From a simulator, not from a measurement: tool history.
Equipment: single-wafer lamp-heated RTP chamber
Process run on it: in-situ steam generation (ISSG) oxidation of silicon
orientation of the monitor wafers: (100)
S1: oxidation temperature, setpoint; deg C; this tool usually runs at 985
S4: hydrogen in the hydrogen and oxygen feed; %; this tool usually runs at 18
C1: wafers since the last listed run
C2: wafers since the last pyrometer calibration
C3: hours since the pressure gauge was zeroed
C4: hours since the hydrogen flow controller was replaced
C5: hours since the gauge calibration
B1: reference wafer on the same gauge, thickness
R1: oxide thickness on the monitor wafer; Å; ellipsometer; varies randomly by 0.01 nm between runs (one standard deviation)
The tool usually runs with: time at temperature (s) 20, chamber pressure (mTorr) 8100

Run 1, hour 0.0: usual settings; C1 0; C2 3757; C3 2770.5; C4 4428.0; C5 548.6; B1 3.904. Result: R1 44.80 Å.
At hour 14.6: pyrometer window cleaned and pyrometer calibrated.
Run 2, hour 31.1: usual settings; C1 268; C2 191; C3 2801.6; C4 4459.1; C5 579.7; B1 3.899. Result: R1 43.93 Å.
At hour 40.1: gauge calibrated.
Run 3, hour 62.5: usual settings; C1 364; C2 555; C3 2833.0; C4 4490.5; C5 22.4; B1 3.901. Result: R1 44.07 Å.
Run 4, hour 100.2: usual settings; C1 437; C2 993; C3 2870.7; C4 4528.2; C5 60.1; B1 3.901. Result: R1 44.04 Å.
Run 5, hour 125.4: usual settings; C1 292; C2 1285; C3 2895.9; C4 4553.4; C5 85.3; B1 3.900. Result: R1 44.09 Å.
Run 6, hour 163.0: usual settings; C1 436; C2 1721; C3 2933.5; C4 4591.0; C5 122.9; B1 3.901. Result: R1 44.23 Å.
Run 7, hour 229.3: usual settings; C1 769; C2 2490; C3 2999.8; C4 4657.3; C5 189.2; B1 3.898. Result: R1 44.40 Å.
Run 8, hour 280.4: usual settings; C1 592; C2 3083; C3 3050.9; C4 4708.4; C5 240.3; B1 3.900. Result: R1 44.23 Å.
At hour 400.7: pyrometer window cleaned and pyrometer calibrated.
At hour 442.0: hydrogen flow controller replaced.
Run 9, hour 442.5: usual settings but S1 991 deg C, time at temperature (s) 13, S4 26 %; C1 1695; C2 391; C3 3213.0; C4 0.5; C5 402.4; B1 3.898. Result: R1 40.80 Å.
Run 10, hour 481.8: usual settings but S1 991 deg C, chamber pressure (mTorr) 8600; C1 456; C2 847; C3 3252.3; C4 39.8; C5 441.7; B1 3.900. Result: R1 44.92 Å.
Run 11, hour 509.9: usual settings; C1 326; C2 1173; C3 3280.4; C4 67.9; C5 469.8; B1 3.901. Result: R1 43.89 Å.
At hour 520.8: pressure gauge zeroed.
At hour 533.1: gauge calibrated.
Run 12, hour 536.4: usual settings but S1 994 deg C, time at temperature (s) 18, chamber pressure (mTorr) 7200, S4 11 %; C1 214; C2 1388; C3 15.6; C4 94.4; C5 3.3; B1 3.899. Result: R1 38.88 Å.
Run 13, hour 560.9: usual settings but S1 974 deg C, chamber pressure (mTorr) 7200; C1 284; C2 1672; C3 40.1; C4 118.9; C5 27.8; B1 3.898. Result: R1 42.43 Å.
Run 14, hour 610.7: usual settings but chamber pressure (mTorr) 9000, S4 12 %; C1 577; C2 2250; C3 89.9; C4 168.7; C5 77.6; B1 3.902. Result: R1 40.41 Å.

Expected results for the next run?
Run 15, hour 678.7: usual settings but time at temperature (s) 17, S4 11 %; C1 789; C2 3039; C3 157.9; C4 236.7; C5 145.6; B1 ?. Result: R1 ?.

{"run 15": {"B1": 3.9, "R1": 36.96}}
Had the tool carried no hidden state, the very same run would have given R1 36.60 Å.
